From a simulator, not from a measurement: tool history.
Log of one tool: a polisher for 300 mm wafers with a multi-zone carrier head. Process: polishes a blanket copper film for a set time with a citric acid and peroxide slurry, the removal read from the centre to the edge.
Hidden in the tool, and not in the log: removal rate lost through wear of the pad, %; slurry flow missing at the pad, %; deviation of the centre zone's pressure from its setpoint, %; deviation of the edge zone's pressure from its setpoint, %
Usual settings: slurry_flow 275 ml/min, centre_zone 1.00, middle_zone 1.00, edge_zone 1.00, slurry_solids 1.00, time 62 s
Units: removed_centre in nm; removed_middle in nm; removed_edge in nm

run,hour,slurry_flow,centre_zone,middle_zone,edge_zone,slurry_solids,time,wafers since the last listed run,wafers polished on this pad,hours since the slurry nozzle was cleaned,hours since the centre zone pressure was calibrated,hours since the edge zone pressure was calibrated,hours since the carrier head's membrane was replaced,"incoming thickness of the incoming film, nm",removed_centre,removed_middle,removed_edge
1,0.0,275,1.00,0.92,1.00,1.00,62,0,2294,326.7,582.4,990.0,1160.5,931.9,89.2,80.9,85.6
# hour 37.6: carrier head's membrane replaced by a new one
2,60.0,195,1.00,1.00,1.00,1.00,62,483,2777,386.7,642.4,1050.0,22.4,922.6,83.4,83.4,84.5
3,86.1,275,0.94,1.06,1.00,0.85,81,229,3007,412.8,668.5,1076.1,48.5,921.2,102.0,110.4,103.5
4,115.4,275,0.92,1.00,1.00,1.00,62,257,3264,442.1,697.8,1105.4,77.8,922.2,80.6,87.3,88.9
5,142.2,350,1.07,1.03,1.12,1.00,62,235,3500,468.9,724.6,1132.2,104.6,917.7,96.6,92.4,90.2
# hour 205.2: centre zone pressure recalibrated
# hour 205.8: worn pad replaced by a new one
6,206.3,275,1.00,0.90,1.08,1.00,62,540,4,533.0,1.1,1196.3,168.7,916.3,94.1,85.4,95.5
# hour 293.3: edge zone pressure recalibrated
7,312.6,275,0.90,1.00,1.00,1.00,62,917,921,639.3,107.4,19.3,275.0,938.0,81.8,89.1,88.5
8,365.9,275,1.00,1.00,1.04,1.00,82,468,1390,692.6,160.7,72.6,328.3,919.7,118.6,117.8,117.5
# hour 381.3: slurry nozzle cleaned
9,400.6,355,1.00,1.00,1.00,1.00,62,296,1686,19.3,195.4,107.3,363.0,919.0,92.5,91.3,91.1
10,440.4,275,1.00,1.00,1.00,1.10,62,349,2036,59.1,235.2,147.1,402.8,919.7,92.0,91.9,89.5
11,488.6,195,1.00,1.00,0.89,1.00,62,423,2460,107.3,283.4,195.3,451.0,917.4,84.0,82.6,81.9
12,522.5,275,0.91,1.00,1.00,1.00,62,298,2758,141.2,317.3,229.2,484.9,924.6,80.6,87.4,88.1
13,583.3,275,1.00,1.00,1.00,1.30,62,534,3292,202.0,378.1,290.0,545.7,911.8,96.9,95.2,96.2
# hour 651.0: worn pad replaced by a new one
14,655.0,275,0.90,1.07,1.00,1.00,62,595,35,273.7,449.8,361.7,617.4,917.2,83.8,97.4,91.3
15,688.1,275,1.00,1.00,1.00,1.00,62,291,326,306.8,482.9,394.8,650.5,914.2,92.0,92.2,91.4
16,735.0,275,1.00,0.90,0.97,1.00,62,412,738,353.7,529.8,441.7,697.4,905.1,91.8,82.4,89.2
17,790.2,240,1.00,1.00,1.00,1.10,62,485,1223,408.9,585.0,496.9,752.6,911.4,92.0,91.0,89.1
18,844.7,275,1.00,1.00,1.10,0.75,62,479,1703,463.4,639.5,551.4,807.1,928.3,79.7,78.9,82.3
19,896.3,275,1.00,1.00,1.00,1.00,62,453,2156,515.0,691.1,603.0,858.7,927.0,89.3,86.9,87.8
20,924.1,275,1.00,1.00,1.00,1.00,62,244,2401,542.8,718.9,630.8,886.5,913.5,89.4,85.8,87.9
21,975.7,310,0.91,1.08,1.00,1.20,62,453,2854,594.4,770.5,682.4,938.1,920.5,87.7,101.9,91.9

5 ways to go on from here, each from the tool as it stands after run 21. What would each give?
A,976.1,275,1.00,1.00,1.00,1.00,62,3,2858,594.8,770.9,682.8,938.5,937.9,?,?,?
B,976.1,275,1.04,1.03,0.97,1.00,74,3,2858,594.8,770.9,682.8,938.5,937.9,?,?,?
C,976.1,275,0.94,1.00,1.00,1.00,62,3,2858,594.8,770.9,682.8,938.5,937.9,?,?,?
D,976.1,275,1.00,0.95,1.00,1.00,62,3,2858,594.8,770.9,682.8,938.5,937.9,?,?,?
E,976.1,275,1.08,0.96,0.89,0.85,62,3,2858,594.8,770.9,682.8,938.5,937.9,?,?,?

run,removed_centre,removed_middle,removed_edge
A,89.2,87.8,86.7
B,110.8,107.5,102.7
C,83.8,87.9,86.7
D,89.2,84.1,86.8
E,90.6,79.8,79.2
Without the tool's hidden state the same runs would have given:
run,removed_centre,removed_middle,removed_edge
A,94.3,92.9,91.7
B,117.1,113.6,108.5
C,88.6,92.9,91.7
D,94.3,89.0,91.8
E,95.7,84.3,83.7
